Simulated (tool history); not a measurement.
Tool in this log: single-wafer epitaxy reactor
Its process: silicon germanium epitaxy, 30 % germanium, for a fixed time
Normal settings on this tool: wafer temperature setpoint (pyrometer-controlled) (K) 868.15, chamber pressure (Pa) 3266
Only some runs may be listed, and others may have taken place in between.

| run | hour | wafer temperature setpoint (pyrometer-controlled) (K) | chamber pressure (Pa) | read-back reference wafer on the same gauge, thickness_nm | mean film thickness on the monitor wafer (Å) |
|---|---|---|---|---|---|
| 1 | 0.0 | 868.15 | 2853 | 49.392 | 581.51 |
| 2 | 73.2 | 868.15 | 2853 | 49.361 | 583.30 |
| 3 | 148.6 | 859.15 | 3266 | 49.356 | 514.03 |
| 4 | 193.1 | 859.15 | 3266 | 49.338 | 511.97 |
| 5 | 279.4 | 859.15 | 3266 | 49.251 | 510.02 |
| 6 | 582.4 | 868.15 | 3080 | 48.999 | 589.67 |
| 7 | 637.4 | 868.15 | 3080 | 48.870 | 583.89 |
| 8 | 680.3 | 868.15 | 2826 | 48.780 | 574.24 |
|  | 740.2 | pyrometer calibrated |
| 9 | 762.1 | 868.15 | 3266 | 48.695 | 589.37 |
| 10 | 970.3 | 863.15 | 3266 | 48.388 | 540.22 |
| 11 | 1025.7 | 868.15 | 2853 | 48.239 | 567.96 |
|  | 1093.9 | showerhead replaced |
| 12 | 1122.2 | 880.15 | 3546 | 48.082 | 729.81 |
|  | 1128.7 | gauge calibrated |
| 13 | 1228.7 | 878.15 | 3266 | 49.301 | 712.78 |
|  | 1298.7 | capacitance manometer re-zeroed and calibrated |
| 14 | 1299.2 | 875.15 | 4066 | 49.251 | 714.52 |
| 15 | 1391.5 | 878.15 | 2773 | 49.244 | 686.57 |
| 16 | 1476.7 | 868.15 | 2986 | 49.211 | 587.38 |
| 17 | 1524.8 | 868.15 | 3720 | 49.160 | 617.23 |
| 18 | 1593.6 | 868.15 | 3266 | 49.090 | 597.60 |

Run 19 comes next. What will it give?
| 19 | 1641.8 | 868.15 | 3946 | ? | ? |

{"run 19": {"read-back reference wafer on the same gauge, thickness_nm": 49.061, "mean film thickness on the monitor wafer (Å)": 622.14}}
If the tool had no hidden condition, the same run with the same run-to-run variation would have returned mean film thickness on the monitor wafer (Å) 623.59.

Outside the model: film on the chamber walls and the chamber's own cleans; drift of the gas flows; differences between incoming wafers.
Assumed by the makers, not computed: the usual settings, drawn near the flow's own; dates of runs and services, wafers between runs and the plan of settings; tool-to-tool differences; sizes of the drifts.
